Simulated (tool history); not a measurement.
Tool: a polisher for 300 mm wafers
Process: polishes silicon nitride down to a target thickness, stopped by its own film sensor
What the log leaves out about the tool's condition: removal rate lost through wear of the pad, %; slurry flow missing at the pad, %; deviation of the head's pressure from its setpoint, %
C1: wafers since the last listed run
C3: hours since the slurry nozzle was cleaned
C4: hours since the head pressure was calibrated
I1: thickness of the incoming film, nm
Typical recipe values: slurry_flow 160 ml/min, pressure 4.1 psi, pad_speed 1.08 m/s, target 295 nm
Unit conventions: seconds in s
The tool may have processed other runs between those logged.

run 1 hour=0.0 | slurry_flow=130 pressure=4.1 pad_speed=1.16 target=295 | C1=0 wafers_polished_on_this_pad=4193 C3=309.6 C4=701.1 | I1=522.6 | seconds=104.6
-- hour=37.0 worn pad replaced by a new one
run 2 hour=49.6 | slurry_flow=130 pressure=4.1 pad_speed=1.16 target=295 | C1=385 wafers_polished_on_this_pad=106 C3=359.2 C4=750.7 | I1=520.4 | seconds=91.6
run 3 hour=80.8 | slurry_flow=160 pressure=4.1 pad_speed=1.08 target=295 | C1=263 wafers_polished_on_this_pad=370 C3=390.4 C4=781.9 | I1=518.4 | seconds=95.5
run 4 hour=125.7 | slurry_flow=160 pressure=4.1 pad_speed=1.08 target=295 | C1=379 wafers_polished_on_this_pad=749 C3=435.3 C4=826.8 | I1=518.7 | seconds=98.3
run 5 hour=162.3 | slurry_flow=160 pressure=4.1 pad_speed=1.08 target=295 | C1=309 wafers_polished_on_this_pad=1059 C3=471.9 C4=863.4 | I1=513.0 | seconds=93.0
-- hour=180.0 head pressure recalibrated
run 6 hour=226.8 | slurry_flow=160 pressure=4.1 pad_speed=1.08 target=295 | C1=528 wafers_polished_on_this_pad=1588 C3=536.4 C4=46.8 | I1=522.8 | seconds=109.6
-- hour=230.7 slurry nozzle cleaned
run 7 hour=264.1 | slurry_flow=160 pressure=4.1 pad_speed=1.08 target=295 | C1=307 wafers_polished_on_this_pad=1895 C3=33.4 C4=84.1 | I1=520.8 | seconds=107.4
run 8 hour=321.8 | slurry_flow=160 pressure=4.1 pad_speed=1.08 target=295 | C1=488 wafers_polished_on_this_pad=2383 C3=91.1 C4=141.8 | I1=523.7 | seconds=114.0
run 9 hour=387.4 | slurry_flow=160 pressure=4.1 pad_speed=1.08 target=295 | C1=554 wafers_polished_on_this_pad=2938 C3=156.7 C4=207.4 | I1=522.5 | seconds=107.7
run 10 hour=411.8 | slurry_flow=160 pressure=4.1 pad_speed=1.08 target=295 | C1=206 wafers_polished_on_this_pad=3144 C3=181.1 C4=231.8 | I1=522.7 | seconds=112.1
run 11 hour=480.4 | slurry_flow=160 pressure=4.1 pad_speed=1.08 target=295 | C1=580 wafers_polished_on_this_pad=3724 C3=249.7 C4=300.4 | I1=518.0 | seconds=110.1
-- hour=521.1 worn pad replaced by a new one
run 12 hour=649.3 | slurry_flow=160 pressure=4.1 pad_speed=1.08 target=295 | C1=1394 wafers_polished_on_this_pad=1084 C3=418.6 C4=469.3 | I1=516.7 | seconds=98.5
run 13 hour=713.8 | slurry_flow=160 pressure=3.1 pad_speed=1.08 target=295 | C1=545 wafers_polished_on_this_pad=1630 C3=483.1 C4=533.8 | I1=526.9 | seconds=141.0
-- hour=754.5 slurry nozzle cleaned
run 14 hour=766.5 | slurry_flow=160 pressure=4.1 pad_speed=1.34 target=295 | C1=437 wafers_polished_on_this_pad=2067 C3=12.0 C4=586.5 | I1=517.9 | seconds=84.6
run 15 hour=846.6 | slurry_flow=160 pressure=4.1 pad_speed=1.08 target=295 | C1=677 wafers_polished_on_this_pad=2744 C3=92.1 C4=666.6 | I1=523.0 | seconds=105.5
run 16 hour=902.9 | slurry_flow=160 pressure=4.1 pad_speed=1.28 target=295 | C1=476 wafers_polished_on_this_pad=3221 C3=148.4 C4=722.9 | I1=525.9 | seconds=91.9
run 17 hour=929.5 | slurry_flow=160 pressure=4.1 pad_speed=1.42 target=259 | C1=224 wafers_polished_on_this_pad=3446 C3=175.0 C4=749.5 | I1=510.5 | seconds=92.7
run 18 hour=980.9 | slurry_flow=120 pressure=4.8 pad_speed=0.86 target=315 | C1=434 wafers_polished_on_this_pad=3880 C3=226.4 C4=800.9 | I1=522.1 | seconds=102.3
run 19 hour=1011.2 | slurry_flow=160 pressure=4.1 pad_speed=1.18 target=295 | C1=256 wafers_polished_on_this_pad=4137 C3=256.7 C4=831.2 | I1=524.8 | seconds=99.1
run 20 hour=1069.7 | slurry_flow=160 pressure=2.8 pad_speed=0.92 target=295 | C1=494 wafers_polished_on_this_pad=4631 C3=315.2 C4=889.7 | I1=513.3 | seconds=167.8
-- hour=1103.6 worn pad replaced by a new one
-- hour=1165.0 head pressure recalibrated
run 21 hour=1223.7 | slurry_flow=190 pressure=4.1 pad_speed=1.08 target=228 | C1=1251 wafers_polished_on_this_pad=999 C3=469.2 C4=58.7 | I1=522.2 | seconds=135.8
-- hour=1250.8 slurry nozzle cleaned
run 22 hour=1291.1 | slurry_flow=160 pressure=4.1 pad_speed=1.08 target=295 | C1=561 wafers_polished_on_this_pad=1560 C3=40.3 C4=126.1 | I1=517.5 | seconds=108.8
run 23 hour=1360.9 | slurry_flow=160 pressure=5.2 pad_speed=1.08 target=355 | C1=590 wafers_polished_on_this_pad=2151 C3=110.1 C4=195.9 | I1=508.3 | seconds=58.3
run 24 hour=1424.6 | slurry_flow=160 pressure=4.1 pad_speed=1.08 target=295 | C1=538 wafers_polished_on_this_pad=2690 C3=173.8 C4=259.6 | I1=510.8 | seconds=102.4
run 25 hour=1613.1 | slurry_flow=160 pressure=4.7 pad_speed=0.86 target=320 | C1=1594 wafers_polished_on_this_pad=4284 C3=362.3 C4=448.1 | I1=526.8 | seconds=106.7
-- hour=1650.5 worn pad replaced by a new one
run 26 hour=1652.8 | slurry_flow=160 pressure=4.1 pad_speed=1.08 target=295 | C1=301 wafers_polished_on_this_pad=19 C3=402.0 C4=487.8 | I1=523.4 | seconds=96.3
run 27 hour=1712.2 | slurry_flow=160 pressure=2.9 pad_speed=1.08 target=295 | C1=502 wafers_polished_on_this_pad=522 C3=461.4 C4=547.2 | I1=531.3 | seconds=145.2
run 28 hour=1761.8 | slurry_flow=180 pressure=3.5 pad_speed=1.08 target=295 | C1=419 wafers_polished_on_this_pad=941 C3=511.0 C4=596.8 | I1=517.0 | seconds=108.3
run 29 hour=1798.3 | slurry_flow=130 pressure=4.1 pad_speed=1.08 target=295 | C1=308 wafers_polished_on_this_pad=1250 C3=547.5 C4=633.3 | I1=526.9 | seconds=102.9
run 30 hour=1860.0 | slurry_flow=160 pressure=5.4 pad_speed=1.08 target=295 | C1=521 wafers_polished_on_this_pad=1772 C3=609.2 C4=695.0 | I1=530.6 | seconds=82.2
-- hour=1867.9 slurry nozzle cleaned
run 31 hour=1924.1 | slurry_flow=160 pressure=4.1 pad_speed=1.08 target=295 | C1=533 wafers_polished_on_this_pad=2305 C3=56.2 C4=759.1 | I1=516.7 | seconds=98.9
run 32 hour=1950.5 | slurry_flow=160 pressure=3.4 pad_speed=1.08 target=271 | C1=223 wafers_polished_on_this_pad=2529 C3=82.6 C4=785.5 | I1=519.5 | seconds=136.7
run 33 hour=1997.6 | slurry_flow=160 pressure=4.1 pad_speed=1.08 target=295 | C1=398 wafers_polished_on_this_pad=2927 C3=129.7 C4=832.6 | I1=514.9 | seconds=99.5
run 34 hour=2025.8 | slurry_flow=210 pressure=5.0 pad_speed=0.72 target=259 | C1=238 wafers_polished_on_this_pad=3166 C3=157.9 C4=860.8 | I1=525.9 | seconds=131.7
-- hour=2053.1 head pressure recalibrated
run 35 hour=2087.8 | slurry_flow=160 pressure=4.7 pad_speed=0.76 target=295 | C1=507 wafers_polished_on_this_pad=3673 C3=219.9 C4=34.7 | I1=514.2 | seconds=127.1
-- hour=2128.5 worn pad replaced by a new one
run 36 hour=2133.8 | slurry_flow=160 pressure=3.7 pad_speed=1.22 target=248 | C1=355 wafers_polished_on_this_pad=45 C3=265.9 C4=80.7 | I1=523.4 | seconds=126.1
run 37 hour=2187.8 | slurry_flow=160 pressure=4.1 pad_speed=1.08 target=222 | C1=456 wafers_polished_on_this_pad=501 C3=319.9 C4=134.7 | I1=510.4 | seconds=130.1

For each run, what was the tool's unlogged condition?
slurry flow missing at the pad, %: 0 on each run
H1: removal rate lost through wear of the pad, %
H2: deviation of the head's pressure from its setpoint, %
run=1 H1=12.2 H2=10.1
run=2 H1=1.39 H2=10.3
run=3 H1=3.23 H2=10.4
run=4 H1=5.38 H2=10.5
run=5 H1=6.79 H2=10.6
run=6 H1=8.67 H2=2.04
run=7 H1=9.5 H2=3.19
run=8 H1=10.5 H2=4.71
run=9 H1=11.3 H2=6.12
run=10 H1=11.5 H2=6.57
run=11 H1=12 H2=7.67
run=12 H1=7.16 H2=9.52
run=13 H1=9.02 H2=10
run=14 H1=10.1 H2=10.3
run=15 H1=11.3 H2=10.7
run=16 H1=11.9 H2=10.9
run=17 H1=12.1 H2=11
run=18 H1=12.4 H2=11.2
run=19 H1=12.6 H2=11.3
run=20 H1=12.8 H2=11.4
run=21 H1=7.72 H2=2.72
run=22 H1=9.74 H2=4.61
run=23 H1=11.2 H2=6.18
run=24 H1=12.1 H2=7.34
run=25 H1=13.5 H2=9.63
run=26 H1=0.305 H2=9.96
run=27 H1=3.74 H2=10.4
run=28 H1=5.87 H2=10.7
run=29 H1=7.11 H2=10.9
run=30 H1=8.72 H2=11.1
run=31 H1=9.91 H2=11.3
run=32 H1=10.3 H2=11.4
run=33 H1=10.9 H2=11.6
run=34 H1=11.1 H2=11.6
run=35 H1=11.6 H2=1.04
run=36 H1=0.498 H2=2.49
run=37 H1=3.61 H2=3.94
